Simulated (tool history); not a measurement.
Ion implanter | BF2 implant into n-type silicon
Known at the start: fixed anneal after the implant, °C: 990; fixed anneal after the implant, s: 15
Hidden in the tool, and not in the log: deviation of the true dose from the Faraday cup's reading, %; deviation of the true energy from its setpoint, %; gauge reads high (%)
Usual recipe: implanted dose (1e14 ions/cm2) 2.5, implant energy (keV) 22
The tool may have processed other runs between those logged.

run     day  implanted dose (1e14 ions/cm2)  implant energy (keV)  wafers since the last listed run  hours since the last dose calibration  hours since the extraction supply was calibrated  hours since the gauge calibration  read-back reference wafer on the same gauge, sheet resistance  sheet resistance of the implanted and annealed layer (ohm/square)
  1       0                             2.5                    22                                 0                                 1153.5                                            2665.9                              391.9                                                         494.12                                                             443.97
  2    0.75                            2.94                    20                               360                                 1171.5                                            2683.9                              409.9                                                         493.46                                                             392.58
  3     1.3                            2.94                    20                               264                                 1184.7                                            2697.1                              423.1                                                         493.95                                                             391.99
  4   1.629                            2.94                    20                               158                                 1192.6                                              2705                                431                                                         493.98                                                             392.23
      2.088  -- gauge calibrated
  5   3.183                             2.5                    26                               747                                 1229.9                                            2742.3                               26.3                                                         494.05                                                             440.34
  6   3.758                             2.5                    26                               276                                 1243.7                                            2756.1                               40.1                                                         494.05                                                             440.44
  7   5.154                             2.5                    22                               671                                 1277.2                                            2789.6                               73.6                                                         494.06                                                             445.49
  8   5.567                             2.5                    22                               198                                 1287.1                                            2799.5                               83.5                                                          494.2                                                                446
  9   6.262                             2.5                    22                               334                                 1303.8                                            2816.2                              100.2                                                         493.77                                                             446.12
 10   6.788                             2.5                    22                               252                                 1316.4                                            2828.8                              112.8                                                         494.22                                                             445.72
 11   7.221                             2.5                    22                               208                                 1326.8                                            2839.2                              123.2                                                         493.98                                                             446.65
 12   7.725                             2.5                    22                               242                                 1338.9                                            2851.3                              135.3                                                         494.16                                                             445.44
 13   8.308                             2.5                    22                               280                                 1352.9                                            2865.3                              149.3                                                         494.21                                                             447.81
 14   8.658                             2.5                    22                               168                                 1361.3                                            2873.7                              157.7                                                         494.32                                                             446.37
      9.579  -- Faraday cup replaced and dose calibrated
 15     9.6                             2.5                  26.5                               292                                    0.5                                            2896.3                              180.3                                                         494.39                                                             425.02
 16   9.896                            3.04                  18.5                               142                                    7.6                                            2903.4                              187.4                                                         493.76                                                              372.3
 17  10.638                            3.04                  18.5                               356                                   25.4                                            2921.2                              205.2                                                         493.58                                                             373.79
     11.458  -- extraction supply calibrated
 18  11.479                             2.5                  19.5                               244                                   45.6                                               0.5                              225.4                                                         494.13                                                             434.54
 19   11.85                            1.93                  17.5                               178                                   54.5                                               9.4                              234.3                                                         494.15                                                             550.03
 20  12.579                            1.83                  28.5                               350                                     72                                              26.9                              251.8                                                         493.98                                                             549.41
 21  14.346                            1.96                  26.5                               850                                  114.4                                              69.3                              294.2                                                          494.2                                                             522.79
 22  14.746                             2.5                    22                               192                                    124                                              78.9                              303.8                                                          494.1                                                             432.03
 23  15.183                             2.5                    18                               210                                  134.5                                              89.4                              314.3                                                          494.1                                                             438.66
 24  15.767                            2.89                  17.5                               280                                  148.5                                             103.4                              328.3                                                         494.29                                                              391.7
 25  16.046                            2.27                    22                               134                                  155.2                                             110.1                                335                                                         494.06                                                             468.47
 26  16.392                            2.86                    22                               166                                  163.5                                             118.4                              343.3                                                         494.22                                                             385.72
     16.571  -- gauge calibrated
 27  16.933                             2.5                  16.5                               260                                  176.5                                             131.4                                8.7                                                         493.65                                                              444.5
 28  17.371                            1.95                    28                               210                                    187                                             141.9                               19.2                                                         493.71                                                             523.52
 29  18.025                             2.5                  29.5                               314                                  202.7                                             157.6                               34.9                                                         494.14                                                             425.44
 30  18.417                            3.12                  25.5                               188                                  212.1                                               167                               44.3                                                         493.96                                                             356.17
 31  18.779                            1.99                  25.5                               174                                  220.8                                             175.7                                 53                                                         493.55                                                             519.29
 32  19.396                            2.01                    22                               296                                  235.6                                             190.5                               67.8                                                         493.98                                                              518.9
 33  20.083                             2.5                  26.5                               330                                  252.1                                               207                               84.3                                                         494.35                                                             427.38
 34  20.475                             2.5                    22                               188                                  261.5                                             216.4                               93.7                                                         494.01                                                             433.41
 35  20.792                             2.8                  15.5                               152                                  269.1                                               224                              101.3                                                         493.98                                                             411.06

What differs in the tool's unlogged condition from the final listed run ahead of each entry between runs to the first listed run following it?
In the gap between runs 4 and 5: gauge calibrated (day 2.088)
  deviation of the true dose from the Faraday cup's reading, %: -3.92 -> -4.05
  what was measured, less what the result would be without the hidden state, sheet resistance of the implanted and annealed layer (ohm/square): +12.35 -> +14.99
In the gap between runs 14 and 15: Faraday cup replaced and dose calibrated (day 9.579)
  deviation of the true dose from the Faraday cup's reading, %: -4.51 -> 0.107
  what was measured, less what the result would be without the hidden state, sheet resistance of the implanted and annealed layer (ohm/square): +16.98 -> -0.38
In the gap between runs 17 and 18: extraction supply calibrated (day 11.458)
  deviation of the true dose from the Faraday cup's reading, %: 0.0205 -> -0.0499
  what was measured, less what the result would be without the hidden state, sheet resistance of the implanted and annealed layer (ohm/square): -0.06 -> +0.18
In the gap between runs 26 and 27: gauge calibrated (day 16.571)
  deviation of the true dose from the Faraday cup's reading, %: -0.461 -> -0.506
  what was measured, less what the result would be without the hidden state, sheet resistance of the implanted and annealed layer (ohm/square): +1.45 -> +1.84
